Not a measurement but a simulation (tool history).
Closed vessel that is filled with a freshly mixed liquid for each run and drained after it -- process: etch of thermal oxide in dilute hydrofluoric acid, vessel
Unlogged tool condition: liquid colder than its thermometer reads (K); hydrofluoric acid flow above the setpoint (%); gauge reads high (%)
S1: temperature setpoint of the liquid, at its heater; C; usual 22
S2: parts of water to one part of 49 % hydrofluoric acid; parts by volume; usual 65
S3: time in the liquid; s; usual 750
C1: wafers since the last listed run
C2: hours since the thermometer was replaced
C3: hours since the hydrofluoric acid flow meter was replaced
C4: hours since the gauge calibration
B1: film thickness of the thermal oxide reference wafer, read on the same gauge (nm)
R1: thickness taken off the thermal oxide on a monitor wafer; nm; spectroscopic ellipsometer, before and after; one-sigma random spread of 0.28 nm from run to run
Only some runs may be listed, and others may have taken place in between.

run,hour,S1,S2,S3,C1,C2,C3,C4,B1,R1
1,0,22,90,750,0,2744.6,997.7,108,139.98,41.02
2,9.4,22,90,750,817,2754,1007.1,117.4,140,41.26
3,26.3,19,65,1035,1469,2770.9,1024,134.3,140,72.19
4,39.3,22,65,750,1130,2783.9,1037,147.3,139.98,58.78
5,48.1,22,65,750,765,2792.7,1045.8,156.1,140.01,58.88
6,60.7,18.5,65,750,1095,2805.3,1058.4,168.7,139.99,51.16
7,83.5,18.5,65,750,1982,2828.1,1081.2,191.5,139.99,51.22
# hour 88.5: gauge calibrated
8,94.1,18.5,65,750,921,2838.7,1091.8,5.6,139.99,50.72
9,109.9,22,65,750,1373,2854.5,1107.6,21.4,140.01,58.99
10,121.4,22,65,750,1000,2866,1119.1,32.9,139.99,59.21
11,134.3,22,65,750,1121,2878.9,1132,45.8,140.01,59.22
12,146,22,65,985,1017,2890.6,1143.7,57.5,140,77.9
13,153.2,22,65,550,626,2897.8,1150.9,64.7,139.99,43.79
14,167.7,22,75,555,1260,2912.3,1165.4,79.2,139.99,37.71
15,180.9,19,65,940,1147,2925.5,1178.6,92.4,140,65.56
16,191.1,22,65,750,886,2935.7,1188.8,102.6,139.99,59.44
17,203.1,22,65,750,1043,2947.7,1200.8,114.6,139.98,59.64
# hour 214: thermometer replaced
18,214.5,20.5,90,560,904,0.5,1212.2,126,140.01,29.45
# hour 229.9: hydrofluoric acid flow meter replaced
19,230.4,22,65,750,1295,16.4,0.5,141.9,139.99,53.33
20,240.7,22,35,995,895,26.7,10.8,152.2,140,136.85
21,249.7,24,80,445,782,35.7,19.8,161.2,139.99,27.62
22,259.9,19,65,750,886,45.9,30,171.4,140.01,47.09
# hour 263: gauge calibrated
23,273.7,19.5,50,870,1200,59.7,43.8,10.7,139.99,74.35
24,293.3,22,65,385,1704,79.3,63.4,30.3,140.01,27.84

Predict each of these 4 candidate next runs independently; none follows another, all start after run 24:
A,294.2,22,65,460,78,80.2,64.3,31.2,?,?
B,294.2,22,45,1120,78,80.2,64.3,31.2,?,?
C,294.2,22,35,870,78,80.2,64.3,31.2,?,?
D,294.2,18.5,45,1020,78,80.2,64.3,31.2,?,?

run,B1,R1
A,140,33.01
B,140,118.99
C,140,120.35
D,140,93.37
Without the tool's hidden state the same runs would have given:
run,R1
A,32.69
B,117.88
C,119.23
D,92.5
